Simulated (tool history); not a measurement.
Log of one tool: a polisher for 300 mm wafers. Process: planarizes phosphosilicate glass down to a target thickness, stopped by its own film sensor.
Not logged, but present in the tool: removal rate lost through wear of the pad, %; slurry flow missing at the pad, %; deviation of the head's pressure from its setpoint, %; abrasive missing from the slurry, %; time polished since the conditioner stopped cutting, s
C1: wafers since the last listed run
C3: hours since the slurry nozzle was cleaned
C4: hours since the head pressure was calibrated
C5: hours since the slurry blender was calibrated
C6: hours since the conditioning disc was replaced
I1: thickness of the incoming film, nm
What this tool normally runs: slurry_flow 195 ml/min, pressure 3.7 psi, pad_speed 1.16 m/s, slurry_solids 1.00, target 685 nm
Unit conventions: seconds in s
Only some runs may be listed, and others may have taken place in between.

{"run": 1, "hour": 0.0, "slurry_flow": 195, "pressure": 4.5, "pad_speed": 1.16, "slurry_solids": 1.2, "target": 685, "C1": 0, "wafers polished on this pad": 2612, "C3": 63.5, "C4": 703.8, "C5": 110.4, "C6": 11.8, "I1": 1564.6, "seconds": 63.0}
{"run": 2, "hour": 87.0, "slurry_flow": 195, "pressure": 4.5, "pad_speed": 1.16, "slurry_solids": 1.2, "target": 685, "C1": 846, "wafers polished on this pad": 3459, "C3": 150.5, "C4": 790.8, "C5": 197.4, "C6": 98.8, "I1": 1514.6, "seconds": 60.3}
{"run": 3, "hour": 184.8, "slurry_flow": 195, "pressure": 4.5, "pad_speed": 1.16, "slurry_solids": 1.2, "target": 685, "C1": 951, "wafers polished on this pad": 4411, "C3": 248.3, "C4": 888.6, "C5": 295.2, "C6": 196.6, "I1": 1537.2, "seconds": 60.5}
{"hour": 258.6, "done": "worn pad replaced by a new one"}
{"run": 4, "hour": 277.9, "slurry_flow": 195, "pressure": 3.7, "pad_speed": 1.42, "slurry_solids": 1.0, "target": 685, "C1": 867, "wafers polished on this pad": 187, "C3": 341.4, "C4": 981.7, "C5": 388.3, "C6": 289.7, "I1": 1545.8, "seconds": 71.4}
{"hour": 448.9, "done": "slurry blender recalibrated"}
{"run": 5, "hour": 496.7, "slurry_flow": 195, "pressure": 3.7, "pad_speed": 1.42, "slurry_solids": 1.0, "target": 685, "C1": 2110, "wafers polished on this pad": 2298, "C3": 560.2, "C4": 1200.5, "C5": 47.8, "C6": 508.5, "I1": 1522.9, "seconds": 68.2}
{"hour": 541.6, "done": "conditioning disc replaced and pad reconditioned"}
{"hour": 562.6, "done": "slurry nozzle cleaned"}
{"run": 6, "hour": 566.0, "slurry_flow": 195, "pressure": 3.7, "pad_speed": 1.42, "slurry_solids": 1.0, "target": 685, "C1": 645, "wafers polished on this pad": 2943, "C3": 3.4, "C4": 1269.8, "C5": 117.1, "C6": 24.4, "I1": 1543.1, "seconds": 69.0}
{"run": 7, "hour": 614.0, "slurry_flow": 225, "pressure": 3.7, "pad_speed": 0.86, "slurry_solids": 0.75, "target": 438, "C1": 467, "wafers polished on this pad": 3410, "C3": 51.4, "C4": 1317.8, "C5": 165.1, "C6": 72.4, "I1": 1513.7, "seconds": 159.4}
{"run": 8, "hour": 686.1, "slurry_flow": 195, "pressure": 3.1, "pad_speed": 1.42, "slurry_solids": 1.1, "target": 508, "C1": 701, "wafers polished on this pad": 4112, "C3": 123.5, "C4": 1389.9, "C5": 237.2, "C6": 144.5, "I1": 1517.9, "seconds": 93.4}
{"hour": 739.3, "done": "worn pad replaced by a new one"}
{"hour": 780.5, "done": "head pressure recalibrated"}
{"run": 9, "hour": 781.0, "slurry_flow": 195, "pressure": 3.7, "pad_speed": 1.16, "slurry_solids": 0.8, "target": 814, "C1": 865, "wafers polished on this pad": 386, "C3": 218.4, "C4": 0.5, "C5": 332.1, "C6": 239.4, "I1": 1507.4, "seconds": 79.0}
{"run": 10, "hour": 817.8, "slurry_flow": 195, "pressure": 4.3, "pad_speed": 1.28, "slurry_solids": 0.75, "target": 507, "C1": 358, "wafers polished on this pad": 744, "C3": 255.2, "C4": 37.3, "C5": 368.9, "C6": 276.2, "I1": 1510.3, "seconds": 96.9}
{"run": 11, "hour": 887.6, "slurry_flow": 195, "pressure": 4.9, "pad_speed": 0.8, "slurry_solids": 1.0, "target": 685, "C1": 679, "wafers polished on this pad": 1424, "C3": 325.0, "C4": 107.1, "C5": 438.7, "C6": 346.0, "I1": 1528.3, "seconds": 80.6}
{"run": 12, "hour": 943.1, "slurry_flow": 195, "pressure": 3.7, "pad_speed": 1.0, "slurry_solids": 1.25, "target": 459, "C1": 540, "wafers polished on this pad": 1964, "C3": 380.5, "C4": 162.6, "C5": 494.2, "C6": 401.5, "I1": 1519.8, "seconds": 100.1}
{"hour": 1002.6, "done": "slurry blender recalibrated"}
{"run": 13, "hour": 1019.1, "slurry_flow": 240, "pressure": 3.7, "pad_speed": 1.04, "slurry_solids": 1.0, "target": 685, "C1": 720, "wafers polished on this pad": 2684, "C3": 456.5, "C4": 238.6, "C5": 16.5, "C6": 477.5, "I1": 1534.4, "seconds": 86.2}
{"hour": 1067.1, "done": "conditioning disc replaced and pad reconditioned"}
{"run": 14, "hour": 1120.6, "slurry_flow": 195, "pressure": 3.7, "pad_speed": 1.46, "slurry_solids": 1.0, "target": 685, "C1": 968, "wafers polished on this pad": 3653, "C3": 558.0, "C4": 340.1, "C5": 118.0, "C6": 53.5, "I1": 1524.9, "seconds": 67.6}
{"run": 15, "hour": 1157.2, "slurry_flow": 240, "pressure": 3.7, "pad_speed": 1.16, "slurry_solids": 0.8, "target": 685, "C1": 356, "wafers polished on this pad": 4009, "C3": 594.6, "C4": 376.7, "C5": 154.6, "C6": 90.1, "I1": 1517.9, "seconds": 93.1}
{"hour": 1178.9, "done": "slurry nozzle cleaned"}
{"run": 16, "hour": 1211.8, "slurry_flow": 195, "pressure": 3.7, "pad_speed": 1.16, "slurry_solids": 1.0, "target": 685, "C1": 521, "wafers polished on this pad": 4531, "C3": 32.9, "C4": 431.3, "C5": 209.2, "C6": 144.7, "I1": 1548.9, "seconds": 83.7}
{"hour": 1229.4, "done": "worn pad replaced by a new one"}
{"run": 17, "hour": 1273.4, "slurry_flow": 195, "pressure": 2.9, "pad_speed": 0.84, "slurry_solids": 1.0, "target": 685, "C1": 560, "wafers polished on this pad": 427, "C3": 94.5, "C4": 492.9, "C5": 270.8, "C6": 206.3, "I1": 1538.0, "seconds": 136.2}
{"run": 18, "hour": 1335.4, "slurry_flow": 195, "pressure": 3.7, "pad_speed": 1.16, "slurry_solids": 0.9, "target": 685, "C1": 603, "wafers polished on this pad": 1031, "C3": 156.5, "C4": 554.9, "C5": 332.8, "C6": 268.3, "I1": 1518.1, "seconds": 85.9}
{"run": 19, "hour": 1385.0, "slurry_flow": 250, "pressure": 3.1, "pad_speed": 1.38, "slurry_solids": 1.1, "target": 685, "C1": 482, "wafers polished on this pad": 1514, "C3": 206.1, "C4": 604.5, "C5": 382.4, "C6": 317.9, "I1": 1538.3, "seconds": 78.2}
{"run": 20, "hour": 1480.0, "slurry_flow": 235, "pressure": 3.7, "pad_speed": 1.34, "slurry_solids": 1.0, "target": 685, "C1": 924, "wafers polished on this pad": 2438, "C3": 301.1, "C4": 699.5, "C5": 477.4, "C6": 412.9, "I1": 1543.3, "seconds": 70.2}
{"hour": 1552.1, "done": "conditioning disc replaced and pad reconditioned"}
{"run": 21, "hour": 1570.4, "slurry_flow": 220, "pressure": 2.7, "pad_speed": 1.34, "slurry_solids": 0.75, "target": 685, "C1": 860, "wafers polished on this pad": 3299, "C3": 391.5, "C4": 789.9, "C5": 567.8, "C6": 18.3, "I1": 1526.8, "seconds": 119.7}
{"hour": 1584.4, "done": "slurry blender recalibrated"}
{"run": 22, "hour": 1643.1, "slurry_flow": 195, "pressure": 3.7, "pad_speed": 1.16, "slurry_solids": 1.0, "target": 685, "C1": 688, "wafers polished on this pad": 3987, "C3": 464.2, "C4": 862.6, "C5": 58.7, "C6": 91.0, "I1": 1528.7, "seconds": 81.0}
{"run": 23, "hour": 1692.0, "slurry_flow": 195, "pressure": 3.7, "pad_speed": 1.38, "slurry_solids": 1.0, "target": 685, "C1": 475, "wafers polished on this pad": 4463, "C3": 513.1, "C4": 911.5, "C5": 107.6, "C6": 139.9, "I1": 1523.5, "seconds": 69.7}

What will run 24 give?
{"run": 24, "hour": 1770.2, "slurry_flow": 195, "pressure": 3.7, "pad_speed": 1.46, "slurry_solids": 1.0, "target": 685, "C1": 761, "wafers polished on this pad": 5224, "C3": 591.3, "C4": 989.7, "C5": 185.8, "C6": 218.1, "I1": 1555.3, "seconds": "?"}

seconds: 69.0 s
On a tool with no hidden condition, and with the same random variation, this run would have come out at seconds 69.0 s.
